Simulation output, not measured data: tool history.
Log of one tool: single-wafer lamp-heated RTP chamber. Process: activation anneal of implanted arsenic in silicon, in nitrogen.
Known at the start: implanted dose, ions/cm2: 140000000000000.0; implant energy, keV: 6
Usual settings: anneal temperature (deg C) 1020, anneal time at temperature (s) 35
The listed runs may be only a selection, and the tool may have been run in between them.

| run | day | anneal temperature (deg C) | anneal time at temperature (s) | read-back reference wafer on the same gauge, sheet resistance | sheet resistance of the implanted and annealed layer (ohm/square) |
|---|---|---|---|---|---|
| 1 | 0 | 1020 | 35 | 656.76 | 602.85 |
| 2 | 0.538 | 1020 | 35 | 656.92 | 604.11 |
| 3 | 1.258 | 1020 | 35 | 657.31 | 601.41 |
| 4 | 1.629 | 1020 | 35 | 657.56 | 602.36 |
| 5 | 2.25 | 1020 | 35 | 657.26 | 599.5 |
| 6 | 2.812 | 1020 | 35 | 656.6 | 600.28 |
| 7 | 3.408 | 1020 | 35 | 657.11 | 599.77 |
|  | 3.962 | pyrometer window cleaned and pyrometer calibrated |
| 8 | 3.983 | 1020 | 26 | 657.14 | 618.03 |
| 9 | 4.542 | 1020 | 26 | 656.68 | 613.04 |
| 10 | 4.954 | 1010 | 35 | 656.96 | 610.18 |
|  | 5.083 | gauge calibrated |
| 11 | 5.467 | 1010 | 35 | 657.02 | 612.01 |
| 12 | 5.883 | 1020 | 35 | 656.71 | 608.1 |
| 13 | 6.3 | 1020 | 35 | 657.19 | 604.58 |
|  | 6.696 | reflector plate cleaned |
| 14 | 6.717 | 1038 | 28 | 656.56 | 598.46 |
| 15 | 7.104 | 994 | 19 | 656.41 | 629.48 |
| 16 | 7.496 | 1036 | 53 | 657.27 | 580.03 |
| 17 | 8.196 | 999 | 35 | 656.46 | 611.69 |
| 18 | 8.571 | 1020 | 35 | 657.15 | 603.11 |
| 19 | 9.079 | 1031 | 35 | 656.55 | 595.77 |
| 20 | 9.642 | 998 | 44 | 657.27 | 609.38 |
| 21 | 10.225 | 998 | 35 | 656.75 | 617.32 |
| 22 | 10.821 | 1020 | 35 | 656.21 | 602.86 |
| 23 | 11.175 | 995 | 35 | 656.83 | 614.12 |
| 24 | 11.55 | 1012 | 19 | 656.66 | 622.25 |
| 25 | 11.846 | 1020 | 26 | 657.06 | 610.44 |
| 26 | 12.55 | 1020 | 35 | 656.84 | 602.37 |
| 27 | 13.108 | 1045 | 16 | 656.99 | 603.16 |

Hidden state or all else? Some run-to-run changes of sheet resistance of the implanted and annealed layer (ohm/square), split into what the settings, what came in and random variation would give without the hidden state, and what is left for the hidden state (with any gauge scatter that isn't in both results):
Hidden state at play: true wafer temperature minus pyrometer reading, K; wafer temperature error from the tarnished reflector plate, K; gauge reads high (%).
Run 7 -> 8: anneal time at temperature (s) 35 -> 26, pyrometer window cleaned and pyrometer calibrated. sheet resistance of the implanted and annealed layer (ohm/square) +18.26: hidden state +8.23, all else +10.03.
Run 15 -> 16: anneal temperature (deg C) 994 -> 1036, anneal time at temperature (s) 19 -> 53. sheet resistance of the implanted and annealed layer (ohm/square) -49.45: hidden state -4.05, all else -45.4.
Run 16 -> 17: anneal temperature (deg C) 1036 -> 999, anneal time at temperature (s) 53 -> 35. sheet resistance of the implanted and annealed layer (ohm/square) +31.66: hidden state +2.33, all else +29.33.

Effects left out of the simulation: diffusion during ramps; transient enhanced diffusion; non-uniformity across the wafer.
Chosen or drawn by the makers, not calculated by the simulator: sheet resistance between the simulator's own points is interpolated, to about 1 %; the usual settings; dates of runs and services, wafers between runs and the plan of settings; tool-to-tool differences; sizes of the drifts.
